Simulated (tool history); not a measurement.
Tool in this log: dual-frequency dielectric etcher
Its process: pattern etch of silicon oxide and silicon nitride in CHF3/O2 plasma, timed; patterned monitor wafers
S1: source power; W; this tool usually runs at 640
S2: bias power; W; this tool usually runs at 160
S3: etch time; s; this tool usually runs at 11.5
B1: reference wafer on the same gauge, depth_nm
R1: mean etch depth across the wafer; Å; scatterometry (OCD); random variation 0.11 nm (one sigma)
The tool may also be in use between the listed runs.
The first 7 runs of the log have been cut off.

run,hour,S1,S2,S3,B1,R1
8,96.9,640,160,11.5,17.40,178.7
9,107.2,790,127,12.5,17.41,192.1
10,118.4,550,160,11.5,17.39,165.9
11,136.3,640,160,11.5,17.38,179.0
12,151.9,640,160,8.5,17.40,132.5
13,163.1,540,145,14.5,17.41,197.8
14,171.2,640,160,14.0,17.37,218.3
15,178.3,720,160,11.5,17.42,187.3
# hour 210.7: upper electrode replaced
16,211.2,640,160,11.5,17.44,179.8
17,211.5,600,195,11.5,17.42,192.2
18,213.8,560,160,13.5,17.38,197.0
# hour 228.9: source power generator calibrated
19,231.5,640,160,11.5,17.37,179.5
20,241.0,640,160,11.5,17.42,178.2
21,250.5,510,140,14.0,17.40,184.8
22,257.2,640,198,11.5,17.37,197.9
# hour 269.1: gauge calibrated
# hour 293.8: wet clean of the chamber
23,294.3,780,160,13.0,17.41,214.3
24,294.6,680,142,13.0,17.45,189.9
25,296.7,640,176,14.0,17.36,222.9
26,346.6,640,160,11.5,17.42,175.4
27,358.1,640,191,11.5,17.37,191.6
28,392.8,550,160,11.5,17.43,163.8
29,405.3,640,160,11.5,17.36,176.2
30,418.3,640,127,8.5,17.41,117.5

4 options for the next run, each taken on its own from the tool as it stands now. Forecast them:
A,418.7,530,160,11.5,?,?
B,418.7,690,160,11.5,?,?
C,418.7,780,160,11.5,?,?
D,418.7,740,184,14.5,?,?

run,B1,R1
A,17.41,160.7
B,17.41,182.4
C,17.41,193.1
D,17.41,253.5
Without the tool's unlogged condition, the same runs would have read:
run,R1
A,158.1
B,179.4
C,189.9
D,249.3

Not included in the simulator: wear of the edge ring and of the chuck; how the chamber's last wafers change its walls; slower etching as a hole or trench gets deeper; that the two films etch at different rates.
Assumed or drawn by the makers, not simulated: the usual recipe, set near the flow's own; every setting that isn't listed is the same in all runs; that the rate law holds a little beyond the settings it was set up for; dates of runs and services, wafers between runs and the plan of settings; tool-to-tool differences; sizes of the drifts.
